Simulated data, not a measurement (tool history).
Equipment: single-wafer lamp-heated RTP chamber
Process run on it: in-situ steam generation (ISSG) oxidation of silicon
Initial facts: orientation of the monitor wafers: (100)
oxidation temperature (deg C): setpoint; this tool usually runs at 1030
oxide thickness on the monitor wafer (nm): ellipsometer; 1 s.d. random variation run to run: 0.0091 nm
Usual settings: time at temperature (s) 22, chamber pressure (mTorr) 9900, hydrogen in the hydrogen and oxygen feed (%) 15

| run | hour | oxidation temperature (deg C) | time at temperature (s) | chamber pressure (mTorr) | hydrogen in the hydrogen and oxygen feed (%) | read-back reference wafer on the same gauge, thickness | oxide thickness on the monitor wafer (nm) |
|---|---|---|---|---|---|---|---|
| 1 | 0 | 1043 | 22 | 9900 | 15 | 6.867 | 6.458 |
| 2 | 29.3 | 1043 | 22 | 9900 | 15 | 6.867 | 6.44 |
| 3 | 61.6 | 1030 | 22 | 9900 | 15 | 6.871 | 6.039 |
| 4 | 132.2 | 1030 | 22 | 9900 | 15 | 6.87 | 6.037 |
| 5 | 185.6 | 1030 | 22 | 9900 | 15 | 6.87 | 6.028 |
|  | 259 | pyrometer window cleaned and pyrometer calibrated |
| 6 | 321.5 | 1030 | 22 | 9900 | 15 | 6.867 | 6.021 |
| 7 | 386.5 | 1030 | 22 | 9900 | 15 | 6.87 | 6.005 |
| 8 | 455.7 | 1030 | 22 | 9900 | 15 | 6.868 | 6.013 |
| 9 | 503.4 | 1030 | 22 | 9900 | 15 | 6.87 | 6.005 |
|  | 555.1 | pyrometer window cleaned and pyrometer calibrated |
| 10 | 567.8 | 1030 | 22 | 9900 | 15 | 6.872 | 6.007 |
| 11 | 635.3 | 1030 | 22 | 9900 | 15 | 6.873 | 5.997 |
| 12 | 675.2 | 1030 | 22 | 9900 | 15 | 6.875 | 6.004 |
| 13 | 717.4 | 1030 | 22 | 9900 | 15 | 6.871 | 6.003 |
|  | 751.4 | gauge calibrated |
| 14 | 752.3 | 1046 | 22 | 9900 | 15 | 6.872 | 6.527 |
| 15 | 821.3 | 1030 | 22 | 9900 | 17 | 6.867 | 6.147 |
|  | 855.8 | pyrometer window cleaned and pyrometer calibrated |
| 16 | 856.3 | 1030 | 22 | 9900 | 15 | 6.871 | 5.99 |
| 17 | 874.4 | 1030 | 17 | 9900 | 15 | 6.868 | 5.263 |
| 18 | 910.4 | 1030 | 22 | 9900 | 15 | 6.87 | 5.987 |

Run 19 is up next; what results do you expect?
| 19 | 948.6 | 1030 | 22 | 9900 | 15 | ? | ? |

Run 19 yielded read-back reference wafer on the same gauge, thickness 6.873, oxide thickness on the monitor wafer (nm) 5.984.
On a tool with no hidden condition, and with the same random variation, this run would have come out at oxide thickness on the monitor wafer (nm) 6.083.
